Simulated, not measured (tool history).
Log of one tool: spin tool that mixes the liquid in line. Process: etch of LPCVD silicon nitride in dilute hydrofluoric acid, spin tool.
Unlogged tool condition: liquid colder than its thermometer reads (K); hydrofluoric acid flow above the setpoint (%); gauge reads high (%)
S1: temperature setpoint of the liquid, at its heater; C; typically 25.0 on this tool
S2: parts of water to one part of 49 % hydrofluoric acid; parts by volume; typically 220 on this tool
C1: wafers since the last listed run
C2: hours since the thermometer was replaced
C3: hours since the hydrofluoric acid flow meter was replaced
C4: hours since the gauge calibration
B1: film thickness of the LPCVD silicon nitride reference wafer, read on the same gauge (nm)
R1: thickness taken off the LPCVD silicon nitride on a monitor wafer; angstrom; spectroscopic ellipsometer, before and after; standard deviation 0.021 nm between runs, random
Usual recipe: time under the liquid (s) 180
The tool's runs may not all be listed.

run 1 hour=0.0 | S1=25.0 S2=220 time_under_the_liquid_(s)=180 | C1=0 C2=554.5 C3=476.6 C4=453.8 | B1=70.008 | R1=4.63
run 2 hour=103.5 | S1=25.0 S2=220 time_under_the_liquid_(s)=180 | C1=597 C2=658.0 C3=580.1 C4=557.3 | B1=70.002 | R1=4.49
-- hour=167.5 hydrofluoric acid flow meter replaced
run 3 hour=185.5 | S1=28.5 S2=220 time_under_the_liquid_(s)=180 | C1=467 C2=740.0 C3=18.0 C4=639.3 | B1=70.009 | R1=5.86
run 4 hour=270.5 | S1=28.5 S2=220 time_under_the_liquid_(s)=180 | C1=490 C2=825.0 C3=103.0 C4=724.3 | B1=70.010 | R1=5.68
run 5 hour=361.7 | S1=28.5 S2=220 time_under_the_liquid_(s)=180 | C1=526 C2=916.2 C3=194.2 C4=815.5 | B1=69.986 | R1=5.71
run 6 hour=465.4 | S1=25.0 S2=220 time_under_the_liquid_(s)=180 | C1=598 C2=1019.9 C3=297.9 C4=919.2 | B1=69.984 | R1=4.58
run 7 hour=546.3 | S1=25.0 S2=220 time_under_the_liquid_(s)=180 | C1=466 C2=1100.8 C3=378.8 C4=1000.1 | B1=70.003 | R1=4.33
run 8 hour=649.5 | S1=25.0 S2=220 time_under_the_liquid_(s)=180 | C1=595 C2=1204.0 C3=482.0 C4=1103.3 | B1=70.002 | R1=4.63
-- hour=657.8 gauge calibrated
-- hour=679.9 hydrofluoric acid flow meter replaced
run 9 hour=729.1 | S1=25.0 S2=220 time_under_the_liquid_(s)=180 | C1=453 C2=1283.6 C3=49.2 C4=71.3 | B1=70.006 | R1=4.16
run 10 hour=769.0 | S1=25.0 S2=220 time_under_the_liquid_(s)=180 | C1=230 C2=1323.5 C3=89.1 C4=111.2 | B1=70.009 | R1=4.40
run 11 hour=868.3 | S1=25.0 S2=220 time_under_the_liquid_(s)=180 | C1=572 C2=1422.8 C3=188.4 C4=210.5 | B1=69.987 | R1=4.45
run 12 hour=945.2 | S1=23.5 S2=155 time_under_the_liquid_(s)=290 | C1=443 C2=1499.7 C3=265.3 C4=287.4 | B1=70.003 | R1=8.98
run 13 hour=1052.0 | S1=25.0 S2=220 time_under_the_liquid_(s)=180 | C1=616 C2=1606.5 C3=372.1 C4=394.2 | B1=70.005 | R1=4.53
run 14 hour=1124.7 | S1=25.0 S2=220 time_under_the_liquid_(s)=180 | C1=419 C2=1679.2 C3=444.8 C4=466.9 | B1=69.963 | R1=4.47
run 15 hour=1168.3 | S1=20.5 S2=220 time_under_the_liquid_(s)=140 | C1=251 C2=1722.8 C3=488.4 C4=510.5 | B1=69.984 | R1=2.57
-- hour=1193.2 thermometer replaced
-- hour=1204.5 hydrofluoric acid flow meter replaced
run 16 hour=1258.6 | S1=25.0 S2=310 time_under_the_liquid_(s)=180 | C1=509 C2=65.4 C3=54.1 C4=600.8 | B1=70.011 | R1=3.26
run 17 hour=1340.0 | S1=30.0 S2=220 time_under_the_liquid_(s)=140 | C1=469 C2=146.8 C3=135.5 C4=682.2 | B1=70.037 | R1=4.76
run 18 hour=1430.2 | S1=28.5 S2=170 time_under_the_liquid_(s)=110 | C1=520 C2=237.0 C3=225.7 C4=772.4 | B1=69.992 | R1=4.85
run 19 hour=1482.0 | S1=21.0 S2=130 time_under_the_liquid_(s)=145 | C1=298 C2=288.8 C3=277.5 C4=824.2 | B1=70.002 | R1=4.88
run 20 hour=1544.8 | S1=25.0 S2=220 time_under_the_liquid_(s)=180 | C1=362 C2=351.6 C3=340.3 C4=887.0 | B1=70.005 | R1=4.90
run 21 hour=1581.4 | S1=22.5 S2=120 time_under_the_liquid_(s)=150 | C1=211 C2=388.2 C3=376.9 C4=923.6 | B1=70.009 | R1=6.69
run 22 hour=1681.5 | S1=20.5 S2=290 time_under_the_liquid_(s)=180 | C1=577 C2=488.3 C3=477.0 C4=1023.7 | B1=69.977 | R1=2.81

Hidden state, per run?
hydrofluoric acid flow above the setpoint (%): 0 in every run
gauge reads high (%): 0 in every run
H1: liquid colder than its thermometer reads (K)
run=1 H1=1.07
run=2 H1=1.22
run=3 H1=1.34
run=4 H1=1.46
run=5 H1=1.59
run=6 H1=1.73
run=7 H1=1.85
run=8 H1=1.99
run=9 H1=2.11
run=10 H1=2.16
run=11 H1=2.3
run=12 H1=2.41
run=13 H1=2.56
run=14 H1=2.67
run=15 H1=2.73
run=16 H1=0.123
run=17 H1=0.239
run=18 H1=0.366
run=19 H1=0.44
run=20 H1=0.529
run=21 H1=0.581
run=22 H1=0.722
